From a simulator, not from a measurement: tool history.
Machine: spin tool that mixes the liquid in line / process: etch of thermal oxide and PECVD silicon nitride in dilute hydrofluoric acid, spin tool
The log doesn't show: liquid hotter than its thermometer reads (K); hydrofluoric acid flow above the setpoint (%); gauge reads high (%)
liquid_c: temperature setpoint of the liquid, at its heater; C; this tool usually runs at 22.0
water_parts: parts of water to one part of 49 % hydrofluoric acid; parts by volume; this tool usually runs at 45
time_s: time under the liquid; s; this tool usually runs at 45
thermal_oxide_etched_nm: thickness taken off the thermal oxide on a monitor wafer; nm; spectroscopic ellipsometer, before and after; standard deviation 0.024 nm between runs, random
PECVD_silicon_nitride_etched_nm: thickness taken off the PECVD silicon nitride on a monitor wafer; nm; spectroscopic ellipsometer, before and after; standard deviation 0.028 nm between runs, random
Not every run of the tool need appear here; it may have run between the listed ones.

run    hour  liquid_c  water_parts  time_s  wafers since the last listed run  hours since the thermometer was replaced  hours since the hydrofluoric acid flow meter was replaced  hours since the gauge calibration  read-back film thickness of the thermal oxide reference wafer, read on the same gauge (nm)  read-back film thickness of the PECVD silicon nitride reference wafer, read on the same gauge (nm)  thermal_oxide_etched_nm  PECVD_silicon_nitride_etched_nm
  1     0.0      22.0           45      45                                 0                                    1205.7                                                     1622.5                              663.2                                                                                      50.024                                                                                              49.986                    4.485                            2.596
  2    80.4      22.0           45      45                               600                                    1286.1                                                     1702.9                              743.6                                                                                      50.015                                                                                              49.995                    4.498                            2.635
      151.3  -- gauge calibrated
  3   169.7      22.0           45      45                               666                                    1375.4                                                     1792.2                               18.4                                                                                      49.965                                                                                              49.983                    4.530                            2.619
  4   227.5      22.0           45      45                               431                                    1433.2                                                     1850.0                               76.2                                                                                      49.993                                                                                              50.022                    4.501                            2.631
  5   285.9      22.0           45      45                               436                                    1491.6                                                     1908.4                              134.6                                                                                      50.012                                                                                              49.997                    4.517                            2.604
  6   331.3      22.0           45      45                               339                                    1537.0                                                     1953.8                              180.0                                                                                      50.023                                                                                              49.990                    4.542                            2.638
  7   405.1      22.0           45      45                               551                                    1610.8                                                     2027.6                              253.8                                                                                      50.013                                                                                              49.973                    4.577                            2.695
  8   441.4      22.0           45      45                               271                                    1647.1                                                     2063.9                              290.1                                                                                      49.990                                                                                              50.011                    4.584                            2.616
  9   477.5      22.0           30      45                               269                                    1683.2                                                     2100.0                              326.2                                                                                      50.020                                                                                              50.011                    6.965                            3.921
 10   549.5      22.0           45      45                               537                                    1755.2                                                     2172.0                              398.2                                                                                      49.984                                                                                              49.987                    4.624                            2.605
 11   619.4      25.5           45      40                               522                                    1825.1                                                     2241.9                              468.1                                                                                      50.028                                                                                              49.981                    4.746                            3.059
 12   679.4      19.0           30      25                               448                                    1885.1                                                     2301.9                              528.1                                                                                      49.983                                                                                              50.020                    3.454                            1.799
      694.9  -- thermometer replaced
 13   729.7      18.0           45      45                               368                                      34.8                                                     2352.2                              578.4                                                                                      49.999                                                                                              49.994                    3.879                            2.024
 14   816.8      22.0           45      45                               650                                     121.9                                                     2439.3                              665.5                                                                                      50.020                                                                                              50.009                    4.648                            2.721
      915.1  -- gauge calibrated
 15   919.6      26.5           50      55                               767                                     224.7                                                     2542.1                                4.5                                                                                      50.017                                                                                              50.002                    6.134                            3.985
     1063.4  -- hydrofluoric acid flow meter replaced
 16  1205.1      24.5           45      45                              2124                                     510.2                                                      141.7                              290.0                                                                                      49.991                                                                                              49.984                    4.612                            2.919
 17  1257.1      22.0           45      30                               388                                     562.2                                                      193.7                              342.0                                                                                      49.996                                                                                              50.004                    2.804                            1.620
 18  1348.9      17.5           40      40                               685                                     654.0                                                      285.5                              433.8                                                                                      49.957                                                                                              49.979                    3.482                            1.802
 19  1413.0      22.0           45      45                               478                                     718.1                                                      349.6                              497.9                                                                                      50.012                                                                                              50.030                    4.181                            2.502

3 ways to go on from here, each from the tool as it stands after run 19. What would each give?
  A  1413.4      25.0           45      45                                 2                                     718.5                                                      350.0                              498.3                                                                                           ?                                                                                                   ?                        ?                                ?
  B  1413.4      23.5           45      65                                 2                                     718.5                                                      350.0                              498.3                                                                                           ?                                                                                                   ?                        ?                                ?
  C  1413.4      22.0           45      60                                 2                                     718.5                                                      350.0                              498.3                                                                                           ?                                                                                                   ?                        ?                                ?

run  read-back film thickness of the thermal oxide reference wafer, read on the same gauge (nm)  read-back film thickness of the PECVD silicon nitride reference wafer, read on the same gauge (nm)  thermal_oxide_etched_nm  PECVD_silicon_nitride_etched_nm
  A                                                                                      49.987                                                                                              50.002                    4.805                            3.038
  B                                                                                      49.987                                                                                              50.002                    6.523                            3.965
  C                                                                                      49.987                                                                                              50.002                    5.656                            3.304
Had the tool no hidden state, the same runs would have come out as:
run  thermal_oxide_etched_nm  PECVD_silicon_nitride_etched_nm
  A                    4.611                            2.925
  B                    6.261                            3.818
  C                    5.429                            3.182
